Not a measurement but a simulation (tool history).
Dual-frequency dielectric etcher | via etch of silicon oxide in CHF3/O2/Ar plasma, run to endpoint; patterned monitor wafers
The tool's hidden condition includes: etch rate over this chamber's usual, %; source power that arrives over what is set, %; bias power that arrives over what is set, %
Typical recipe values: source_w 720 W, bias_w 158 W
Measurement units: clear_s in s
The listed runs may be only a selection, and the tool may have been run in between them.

run   hour  source_w  bias_w  wafers since the last listed run  hours since the last wet clean  hours since the last source power generator calibration  hours since the last bias power generator calibration  hours since the last upper electrode change  incoming incoming film thickness, nm  clear_s
  1    0.0       720     179                                 0                           183.8                                                   4044.0                                                 3602.5                                       2460.6                                 433.0    182.6
  2    9.0       720     179                                29                           192.8                                                   4053.0                                                 3611.5                                       2469.6                                 430.6    178.0
  3   20.5       850     158                                38                           204.3                                                   4064.5                                                 3623.0                                       2481.1                                 434.0    177.2
  4   32.0       790     158                                38                           215.8                                                   4076.0                                                 3634.5                                       2492.6                                 430.3    180.4
  5   46.8       720     158                                49                           230.6                                                   4090.8                                                 3649.3                                       2507.4                                 428.7    186.5
  6   61.7       720     158                                49                           245.5                                                   4105.7                                                 3664.2                                       2522.3                                 430.4    186.7
  7   71.7       720     158                                33                           255.5                                                   4115.7                                                 3674.2                                       2532.3                                 431.1    188.4
  8   78.1       720     174                                21                           261.9                                                   4122.1                                                 3680.6                                       2538.7                                 438.4    182.9
  9   89.7       720     174                                38                           273.5                                                   4133.7                                                 3692.2                                       2550.3                                 430.0    176.5
 10   97.7       720     174                                26                           281.5                                                   4141.7                                                 3700.2                                       2558.3                                 429.6    179.6
 11  107.0       840     158                                30                           290.8                                                   4151.0                                                 3709.5                                       2567.6                                 430.6    176.7
 12  113.7       840     158                                22                           297.5                                                   4157.7                                                 3716.2                                       2574.3                                 428.5    175.2
     124.0  -- source power generator calibrated
 13  130.2       640     137                                41                           314.0                                                      6.2                                                 3732.7                                       2590.8                                 433.0    209.4
 14  145.6       640     137                                51                           329.4                                                     21.6                                                 3748.1                                       2606.2                                 432.6    205.9
 15  152.5       670     131                                22                           336.3                                                     28.5                                                 3755.0                                       2613.1                                 429.2    207.2
 16  163.6       670     131                                36                           347.4                                                     39.6                                                 3766.1                                       2624.2                                 436.0    207.5
 17  174.9       560     124                                37                           358.7                                                     50.9                                                 3777.4                                       2635.5                                 430.4    224.2
     205.2  -- wet clean of the chamber
 18  205.7       720     189                                22                             0.5                                                     81.7                                                 3808.2                                       2666.3                                 431.9    177.5
 19  206.1       720     158                                 1                             0.9                                                     82.1                                                 3808.6                                       2666.7                                 428.0    190.9
 20  216.6       720     158                                34                            11.4                                                     92.6                                                 3819.1                                       2677.2                                 432.5    194.7
 21  230.6       780     123                                46                            25.4                                                    106.6                                                 3833.1                                       2691.2                                 428.8    209.9
 22  247.5       720     158                                56                            42.3                                                    123.5                                                 3850.0                                       2708.1                                 430.9    189.9
 23  259.0       800     126                                38                            53.8                                                    135.0                                                 3861.5                                       2719.6                                 428.6    203.9
 24  273.4       720     158                                47                            68.2                                                    149.4                                                 3875.9                                       2734.0                                 429.7    192.2
     297.9  -- upper electrode replaced
 25  298.4       720     158                                 3                            93.2                                                    174.4                                                 3900.9                                          0.5                                 429.4    187.1
 26  298.8       780     141                                 1                            93.6                                                    174.8                                                 3901.3                                          0.9                                 431.6    193.0
 27  299.2       570     158                                 1                            94.0                                                    175.2                                                 3901.7                                          1.3                                 430.9    203.7
 28  308.1       890     189                                29                           102.9                                                    184.1                                                 3910.6                                         10.2                                 430.0    162.4
     313.1  -- bias power generator calibrated
 29  322.7       800     145                                35                           117.5                                                    198.7                                                    9.6                                         24.8                                 425.7    187.3
 30  343.0       800     145                                67                           137.8                                                    219.0                                                   29.9                                         45.1                                 433.1    193.0
 31  359.5       800     170                                54                           154.3                                                    235.5                                                   46.4                                         61.6                                 428.2    174.3
 32  366.4       560     189                                22                           161.2                                                    242.4                                                   53.3                                         68.5                                 427.4    185.3
 33  374.3       610     194                                26                           169.1                                                    250.3                                                   61.2                                         76.4                                 430.5    178.8
 34  389.9       720     158                                51                           184.7                                                    265.9                                                   76.8                                         92.0                                 427.9    185.7
 35  402.2       720     158                                40                           197.0                                                    278.2                                                   89.1                                        104.3                                 429.4    186.5
 36  410.2       590     135                                26                           205.0                                                    286.2                                                   97.1                                        112.3                                 432.2    217.2

Consider 3 possible next runs. They are alternatives, not a sequence: every one starts from the tool as it was left by run 36. What does each give?
  A  410.7       720     158                                 1                           205.5                                                    286.7                                                   97.6                                        112.8                                 433.7        ?
  B  410.7       720     121                                 1                           205.5                                                    286.7                                                   97.6                                        112.8                                 433.7        ?
  C  410.7       590     185                                 1                           205.5                                                    286.7                                                   97.6                                        112.8                                 433.7        ?

run  clear_s
  A    186.0
  B    212.0
  C    183.4
Stripped of hidden state, with their random variation kept, the same runs would have yielded:
run  clear_s
  A    190.1
  B    216.6
  C    187.4
